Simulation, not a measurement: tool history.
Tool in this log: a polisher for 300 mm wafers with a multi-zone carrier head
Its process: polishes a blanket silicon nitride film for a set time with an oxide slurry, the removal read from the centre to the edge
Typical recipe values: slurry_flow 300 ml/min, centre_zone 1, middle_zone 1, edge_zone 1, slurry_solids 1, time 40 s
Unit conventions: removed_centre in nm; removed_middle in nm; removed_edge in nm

run	day	slurry_flow	centre_zone	middle_zone	edge_zone	slurry_solids	time	wafers since the last listed run	wafers polished on this pad	hours since the slurry nozzle was cleaned	hours since the centre zone pressure was calibrated	hours since the edge zone pressure was calibrated	hours since the carrier head's membrane was replaced	incoming thickness of the incoming film, nm	removed_centre	removed_middle	removed_edge
1	0	300	1	1	1	1	40	0	931	681.7	653.7	707	393	430.7	28.5	28.4	28.1
# day 1.308: worn pad replaced by a new one
2	1.329	300	1	1	1	1	50	228	4	713.6	685.6	738.9	424.9	431.7	35.7	36.2	35.7
3	2.171	300	1	1	1	1	40	165	169	733.8	705.8	759.1	445.1	438.3	28.2	28.4	28.1
4	3.321	300	1	1	1	1	40	225	394	761.4	733.4	786.7	472.7	425	29.2	28.8	29.6
5	4.233	300	1	1	1	1	40	179	573	783.3	755.3	808.6	494.6	432	28.2	28.6	28.8
6	4.992	300	1	1	1	1	40	148	722	801.5	773.5	826.8	512.8	430.2	28.3	27.9	28.9
# day 6.508: carrier head's membrane replaced by a new one
# day 6.667: worn pad replaced by a new one
7	6.688	300	1	1	1	1	40	261	4	842.2	814.2	867.5	4.3	436.2	28.7	28.5	29
8	7.683	300	1	1	1	1	40	195	199	866.1	838.1	891.4	28.2	433.7	29.3	28.9	28
9	8.504	300	1	1	1	1	40	161	360	885.8	857.8	911.1	47.9	424.2	28.8	28.5	28.5
10	9.842	300	1	1	1	1	40	262	623	917.9	889.9	943.2	80	430.4	28.9	28.6	28.7
# day 10.288: edge zone pressure recalibrated
# day 10.354: slurry nozzle cleaned
11	10.567	300	1	0.96	1	1	40	117	740	5.1	907.3	6.7	97.4	430.9	29.3	27.9	28.9
12	11.604	300	1	1	1	1	40	203	944	30	932.2	31.6	122.3	429.1	28.3	28	28.4
13	12.271	300	1	1	1	1.1	40	130	1075	46	948.2	47.6	138.3	429.1	30.1	29.8	29.7
# day 12.371: centre zone pressure recalibrated
# day 12.525: worn pad replaced by a new one
14	13.325	300	1	0.9	1	1.1	40	160	157	71.3	22.9	72.9	163.6	422.4	29.6	27.7	30.1
15	14.679	200	1	1	1	1	40	265	422	103.8	55.4	105.4	196.1	425	27.3	26.9	28
16	15.271	300	1	1	1	1	40	116	538	118	69.6	119.6	210.3	423.2	29.2	28.1	28.6
17	16.446	300	1	1.08	1	1	40	230	769	146.2	97.8	147.8	238.5	425	28.1	30.8	28.3
18	17.071	300	1	1	1.09	1.25	40	122	891	161.2	112.8	162.8	253.5	428.9	32.7	32.5	33.8
# day 18.004: worn pad replaced by a new one
19	18.212	275	1	1.07	0.89	1	48	191	41	188.6	140.2	190.2	280.9	425.3	33.8	35.5	32.9

3 options for the next run, each taken on its own from the tool as it stands now. Forecast them:
A	18.229	300	1	1	1.04	1	40	3	44	189	140.6	190.6	281.3	424.6	?	?	?
B	18.229	245	1	1	1	1	27	3	44	189	140.6	190.6	281.3	424.6	?	?	?
C	18.229	300	1	1.11	1	1	40	3	44	189	140.6	190.6	281.3	424.6	?	?	?

run	removed_centre	removed_middle	removed_edge
A	29.3	29.2	29.4
B	19.3	19.3	19.1
C	29.3	31.4	28.8
Had the tool no hidden state, the same runs would have come out as:
run	removed_centre	removed_middle	removed_edge
A	29.3	29.2	29.4
B	19.3	19.3	19.1
C	29.3	31.4	28.8
